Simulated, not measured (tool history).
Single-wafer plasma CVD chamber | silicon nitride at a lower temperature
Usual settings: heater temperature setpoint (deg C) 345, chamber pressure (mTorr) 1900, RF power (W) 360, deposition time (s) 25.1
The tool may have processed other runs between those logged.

| run | hour | heater temperature setpoint (deg C) | chamber pressure (mTorr) | RF power (W) | deposition time (s) | wafers since the last listed run | hours since the last thermocouple change | hours since the last RF generator calibration | hours since the last manometer calibration | hours since the showerhead was replaced | hours since the gauge calibration | read-back reference wafer on the same gauge, thickness_nm | mean film thickness on the monitor wafer (nm) |
|---|---|---|---|---|---|---|---|---|---|---|---|---|---|
| 1 | 0.0 | 345 | 1900 | 360 | 25.1 | 0 | 1211.4 | 1570.6 | 1839.5 | 4775.8 | 2327.9 | 42.492 | 36.697 |
|  | 59.0 | gauge calibrated |
| 2 | 63.8 | 345 | 1900 | 360 | 25.1 | 1197 | 1275.2 | 1634.4 | 1903.3 | 4839.6 | 4.8 | 42.524 | 36.442 |
| 3 | 90.8 | 345 | 1900 | 360 | 25.1 | 506 | 1302.2 | 1661.4 | 1930.3 | 4866.6 | 31.8 | 42.503 | 36.544 |
| 4 | 147.7 | 345 | 1900 | 360 | 25.1 | 1067 | 1359.1 | 1718.3 | 1987.2 | 4923.5 | 88.7 | 42.462 | 36.494 |
|  | 200.1 | capacitance manometer re-zeroed and calibrated |
| 5 | 200.6 | 345 | 1700 | 300 | 25.1 | 842 | 1412.0 | 1771.2 | 0.5 | 4976.4 | 141.6 | 42.471 | 31.540 |
| 6 | 239.9 | 345 | 1900 | 360 | 25.1 | 737 | 1451.3 | 1810.5 | 39.8 | 5015.7 | 180.9 | 42.480 | 36.914 |
| 7 | 299.0 | 351 | 1900 | 335 | 25.1 | 1108 | 1510.4 | 1869.6 | 98.9 | 5074.8 | 240.0 | 42.530 | 35.104 |
| 8 | 345.7 | 356 | 2140 | 360 | 22.7 | 876 | 1557.1 | 1916.3 | 145.6 | 5121.5 | 286.7 | 42.474 | 34.309 |
| 9 | 392.5 | 337 | 1570 | 360 | 25.1 | 878 | 1603.9 | 1963.1 | 192.4 | 5168.3 | 333.5 | 42.493 | 35.127 |
| 10 | 458.6 | 349 | 1700 | 395 | 27.1 | 1240 | 1670.0 | 2029.2 | 258.5 | 5234.4 | 399.6 | 42.501 | 40.845 |
| 11 | 493.5 | 338 | 2090 | 295 | 27.4 | 654 | 1704.9 | 2064.1 | 293.4 | 5269.3 | 434.5 | 42.490 | 36.225 |
| 12 | 556.8 | 345 | 1900 | 360 | 25.1 | 1187 | 1768.2 | 2127.4 | 356.7 | 5332.6 | 497.8 | 42.488 | 36.730 |
|  | 572.8 | thermocouple changed; heater temperature recalibrated |
|  | 584.0 | showerhead replaced |
| 13 | 590.5 | 353 | 1450 | 360 | 25.1 | 332 | 17.7 | 2161.1 | 390.4 | 6.5 | 531.5 | 42.495 | 34.033 |
|  | 637.4 | RF generator calibrated |
| 14 | 650.2 | 332 | 1900 | 340 | 25.1 | 970 | 77.4 | 12.8 | 450.1 | 66.2 | 591.2 | 42.506 | 35.613 |

Estimate the outcome of run 15 from the log above:
| 15 | 719.3 | 345 | 1900 | 360 | 25.1 | 1296 | 146.5 | 81.9 | 519.2 | 135.3 | 660.3 | ? | ? |

read-back reference wafer on the same gauge, thickness_nm: 42.507
mean film thickness on the monitor wafer (nm): 36.843
Minus the tool's unlogged condition, the same run would have read mean film thickness on the monitor wafer (nm) 37.073.

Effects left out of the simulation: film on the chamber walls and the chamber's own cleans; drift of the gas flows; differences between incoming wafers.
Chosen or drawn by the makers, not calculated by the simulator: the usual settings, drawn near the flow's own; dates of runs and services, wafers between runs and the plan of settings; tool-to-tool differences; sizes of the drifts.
